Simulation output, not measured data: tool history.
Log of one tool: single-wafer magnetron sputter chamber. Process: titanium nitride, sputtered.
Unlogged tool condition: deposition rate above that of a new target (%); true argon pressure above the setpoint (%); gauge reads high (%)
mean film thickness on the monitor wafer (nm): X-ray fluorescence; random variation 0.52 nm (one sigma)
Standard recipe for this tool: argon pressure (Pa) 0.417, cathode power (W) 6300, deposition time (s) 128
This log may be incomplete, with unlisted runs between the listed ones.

run   hour  argon pressure (Pa)  cathode power (W)  deposition time (s)  wafers since the last listed run  wafers on the sputter target  hours since the last manometer calibration  hours since the magnet pack was replaced  hours since the gauge calibration  read-back reference wafer on the same gauge, thickness_nm  mean film thickness on the monitor wafer (nm)
  1    0.0                0.417               6300                  128                                 0                          4146                                      1628.0                                    6223.0                              211.4                                                    165.071                                        145.399
  2    7.9                0.417               6300                  128                                60                          4206                                      1635.9                                    6230.9                              219.3                                                    165.031                                        145.791
  3   22.1                0.417               6300                  128                               108                          4314                                      1650.1                                    6245.1                              233.5                                                    165.135                                        144.652
  4   30.8                0.417               5600                  128                                66                          4381                                      1658.8                                    6253.8                              242.2                                                    164.847                                        129.257
  5   47.3                0.417               5600                  128                               126                          4507                                      1675.3                                    6270.3                              258.7                                                    164.902                                        128.763
  6   62.2                0.417               5600                  128                               113                          4621                                      1690.2                                    6285.2                              273.6                                                    165.012                                        128.889
  7   76.3                0.304               6750                  128                               107                          4729                                      1704.3                                    6299.3                              287.7                                                    164.858                                        159.841
  8   85.7                0.304               6750                  128                                71                          4800                                      1713.7                                    6308.7                              297.1                                                    164.874                                        160.045
  9  101.8                0.417               6300                  128                               123                          4923                                      1729.8                                    6324.8                              313.2                                                    164.826                                        143.441
 10  117.4                0.417               6300                  128                               119                          5043                                      1745.4                                    6340.4                              328.8                                                    164.932                                        144.333
 11  133.7                0.417               6300                  128                               124                          5167                                      1761.7                                    6356.7                              345.1                                                    164.899                                        143.169
 12  148.6                0.417               6300                  128                               113                          5281                                      1776.6                                    6371.6                              360.0                                                    164.980                                        143.391
 13  164.3                0.417               6300                  128                               119                          5401                                      1792.3                                    6387.3                              375.7                                                    164.993                                        142.301
 14  175.9                0.417               6300                  128                                88                          5490                                      1803.9                                    6398.9                              387.3                                                    164.982                                        142.427
 15  184.1                0.417               6750                  128                                62                          5552                                      1812.1                                    6407.1                              395.5                                                    164.789                                        152.047
 16  201.2                0.417               6750                  128                               130                          5683                                      1829.2                                    6424.2                              412.6                                                    165.053                                        151.671
     209.1  -- gauge calibrated
 17  218.2                0.417               6300                  128                               129                          5813                                      1846.2                                    6441.2                                9.1                                                    165.067                                        140.290

Estimate the outcome of run 18 from the log above:
 18  229.1                0.312               6300                  128                                83                          5896                                      1857.1                                    6452.1                               20.0                                                          ?                                              ?

read-back reference wafer on the same gauge, thickness_nm: 164.996
mean film thickness on the monitor wafer (nm): 144.535
If the tool had no hidden condition, the same run with the same run-to-run variation would have returned mean film thickness on the monitor wafer (nm) 157.119.

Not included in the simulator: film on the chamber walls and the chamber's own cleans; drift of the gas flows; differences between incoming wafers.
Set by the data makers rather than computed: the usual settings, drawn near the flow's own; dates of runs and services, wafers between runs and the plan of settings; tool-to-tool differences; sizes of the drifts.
